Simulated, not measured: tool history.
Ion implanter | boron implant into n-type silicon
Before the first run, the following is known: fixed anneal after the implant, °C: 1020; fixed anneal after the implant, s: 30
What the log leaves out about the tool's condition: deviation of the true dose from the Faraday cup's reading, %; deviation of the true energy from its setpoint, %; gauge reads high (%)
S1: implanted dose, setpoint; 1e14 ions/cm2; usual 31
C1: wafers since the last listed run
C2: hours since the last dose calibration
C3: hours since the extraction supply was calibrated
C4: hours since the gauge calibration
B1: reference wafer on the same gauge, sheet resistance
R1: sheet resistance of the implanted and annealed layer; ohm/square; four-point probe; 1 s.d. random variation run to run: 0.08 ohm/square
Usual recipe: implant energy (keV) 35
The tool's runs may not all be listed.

{"run": 1, "day": 0.0, "S1": 31, "implant energy (keV)": 35, "C1": 0, "C2": 1194.1, "C3": 3773.1, "C4": 27.3, "B1": 38.41, "R1": 44.3}
{"run": 2, "day": 0.621, "S1": 31, "implant energy (keV)": 35, "C1": 318, "C2": 1209, "C3": 3788, "C4": 42.2, "B1": 38.39, "R1": 44.15}
{"run": 3, "day": 2.617, "S1": 31, "implant energy (keV)": 35, "C1": 1025, "C2": 1256.9, "C3": 3835.9, "C4": 90.1, "B1": 38.4, "R1": 44.28}
{"run": 4, "day": 3.512, "S1": 24.94, "implant energy (keV)": 40.5, "C1": 460, "C2": 1278.4, "C3": 3857.4, "C4": 111.6, "B1": 38.42, "R1": 48.74}
{"run": 5, "day": 4.896, "S1": 24.94, "implant energy (keV)": 40.5, "C1": 710, "C2": 1311.6, "C3": 3890.6, "C4": 144.8, "B1": 38.4, "R1": 48.81}
{"run": 6, "day": 6.233, "S1": 24.94, "implant energy (keV)": 40.5, "C1": 687, "C2": 1343.7, "C3": 3922.7, "C4": 176.9, "B1": 38.39, "R1": 48.71}
{"day": 6.583, "done": "Faraday cup replaced and dose calibrated"}
{"run": 7, "day": 6.742, "S1": 31, "implant energy (keV)": 35, "C1": 89, "C2": 3.8, "C3": 3934.9, "C4": 189.1, "B1": 38.42, "R1": 45.61}
{"run": 8, "day": 7.817, "S1": 28.03, "implant energy (keV)": 35, "C1": 552, "C2": 29.6, "C3": 3960.7, "C4": 214.9, "B1": 38.41, "R1": 48.12}
{"run": 9, "day": 8.442, "S1": 31, "implant energy (keV)": 35, "C1": 321, "C2": 44.6, "C3": 3975.7, "C4": 229.9, "B1": 38.4, "R1": 45.37}
{"day": 9.404, "done": "extraction supply calibrated"}
{"run": 10, "day": 9.425, "S1": 34.63, "implant energy (keV)": 28.5, "C1": 333, "C2": 68.2, "C3": 0.5, "C4": 253.5, "B1": 38.4, "R1": 46.06}
{"run": 11, "day": 9.879, "S1": 27.34, "implant energy (keV)": 35, "C1": 233, "C2": 79.1, "C3": 11.4, "C4": 264.4, "B1": 38.41, "R1": 48.6}
{"run": 12, "day": 11.371, "S1": 39.34, "implant energy (keV)": 29, "C1": 766, "C2": 114.9, "C3": 47.2, "C4": 300.2, "B1": 38.37, "R1": 43.78}
{"run": 13, "day": 12.304, "S1": 31, "implant energy (keV)": 26, "C1": 479, "C2": 137.3, "C3": 69.6, "C4": 322.6, "B1": 38.42, "R1": 49.56}
{"day": 14.092, "done": "gauge calibrated"}
{"run": 14, "day": 15.567, "S1": 35.18, "implant energy (keV)": 28.5, "C1": 1676, "C2": 215.6, "C3": 147.9, "C4": 35.4, "B1": 38.4, "R1": 45.57}
{"run": 15, "day": 16.542, "S1": 31, "implant energy (keV)": 35, "C1": 500, "C2": 239, "C3": 171.3, "C4": 58.8, "B1": 38.41, "R1": 44.77}

What will run 16 give?
{"run": 16, "day": 17.962, "S1": 31, "implant energy (keV)": 35, "C1": 730, "C2": 273.1, "C3": 205.4, "C4": 92.9, "B1": "?", "R1": "?"}

{"run 16": {"B1": 38.39, "R1": 44.88}}
The same run, on a tool lacking any hidden state, would have yielded R1 45.59 ohm/square.
